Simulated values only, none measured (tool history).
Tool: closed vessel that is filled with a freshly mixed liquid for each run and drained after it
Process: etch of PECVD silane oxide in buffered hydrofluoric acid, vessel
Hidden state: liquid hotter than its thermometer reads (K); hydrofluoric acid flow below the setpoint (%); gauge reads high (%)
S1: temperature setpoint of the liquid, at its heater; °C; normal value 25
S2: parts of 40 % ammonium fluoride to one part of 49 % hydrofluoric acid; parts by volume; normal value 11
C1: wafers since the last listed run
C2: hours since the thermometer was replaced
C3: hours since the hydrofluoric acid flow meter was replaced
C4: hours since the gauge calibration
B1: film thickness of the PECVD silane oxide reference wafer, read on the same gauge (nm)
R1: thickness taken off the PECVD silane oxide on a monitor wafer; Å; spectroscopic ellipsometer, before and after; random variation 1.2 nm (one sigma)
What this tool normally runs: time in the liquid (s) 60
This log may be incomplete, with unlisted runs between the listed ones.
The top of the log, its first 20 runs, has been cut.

run 21 day=58.796 | S1=26.5 S2=13.5 time_in_the_liquid_(s)=90 | C1=6118 C2=1133.3 C3=608.2 C4=659.2 | B1=29.99 | R1=1663
run 22 day=62.317 | S1=25 S2=7.5 time_in_the_liquid_(s)=35 | C1=9182 C2=1217.8 C3=692.7 C4=743.7 | B1=30.01 | R1=1018.8
run 23 day=66.333 | S1=25 S2=11 time_in_the_liquid_(s)=60 | C1=10475 C2=1314.2 C3=789.1 C4=840.1 | B1=30.01 | R1=1222.5
run 24 day=68.762 | S1=25 S2=11 time_in_the_liquid_(s)=60 | C1=6335 C2=1372.5 C3=847.4 C4=898.4 | B1=30 | R1=1257.5
-- day=70.025 thermometer replaced
run 25 day=70.608 | S1=27.5 S2=11 time_in_the_liquid_(s)=95 | C1=4705 C2=14 C3=891.7 C4=942.7 | B1=29.99 | R1=2081.9
run 26 day=78.033 | S1=25 S2=7.5 time_in_the_liquid_(s)=45 | C1=19365 C2=192.2 C3=1069.9 C4=1120.9 | B1=30.01 | R1=1183.5
run 27 day=81.583 | S1=25 S2=8.5 time_in_the_liquid_(s)=90 | C1=9258 C2=277.4 C3=1155.1 C4=1206.1 | B1=30.02 | R1=2157.9
run 28 day=85.012 | S1=25 S2=8.5 time_in_the_liquid_(s)=45 | C1=8943 C2=359.7 C3=1237.4 C4=1288.4 | B1=29.99 | R1=1093.8
-- day=85.938 hydrofluoric acid flow meter replaced
run 29 day=97.938 | S1=26.5 S2=7.5 time_in_the_liquid_(s)=70 | C1=33601 C2=669.9 C3=288 C4=1598.6 | B1=30 | R1=2262.1
run 30 day=101.317 | S1=21.5 S2=15 time_in_the_liquid_(s)=90 | C1=8813 C2=751 C3=369.1 C4=1679.7 | B1=30 | R1=1152.9

Here are 4 independent what-if runs from the current tool condition. What would each one return?
run A day=101.346 | S1=25 S2=11 time_in_the_liquid_(s)=30 | C1=76 C2=751.7 C3=369.8 C4=1680.4 | B1=? | R1=?
run B day=101.346 | S1=25 S2=14 time_in_the_liquid_(s)=30 | C1=76 C2=751.7 C3=369.8 C4=1680.4 | B1=? | R1=?
run C day=101.346 | S1=21.5 S2=13.5 time_in_the_liquid_(s)=50 | C1=76 C2=751.7 C3=369.8 C4=1680.4 | B1=? | R1=?
run D day=101.346 | S1=23.5 S2=6.5 time_in_the_liquid_(s)=85 | C1=76 C2=751.7 C3=369.8 C4=1680.4 | B1=? | R1=?

run=A B1=30.01 R1=620.2
run=B B1=30.01 R1=489.9
run=C B1=30.01 R1=699.6
run=D B1=30.01 R1=2668.6
With the hidden condition removed and each run's random variation left untouched, the same runs would have given:
run=A R1=587.7
run=B R1=464.2
run=C R1=661.7
run=D R1=2518.5

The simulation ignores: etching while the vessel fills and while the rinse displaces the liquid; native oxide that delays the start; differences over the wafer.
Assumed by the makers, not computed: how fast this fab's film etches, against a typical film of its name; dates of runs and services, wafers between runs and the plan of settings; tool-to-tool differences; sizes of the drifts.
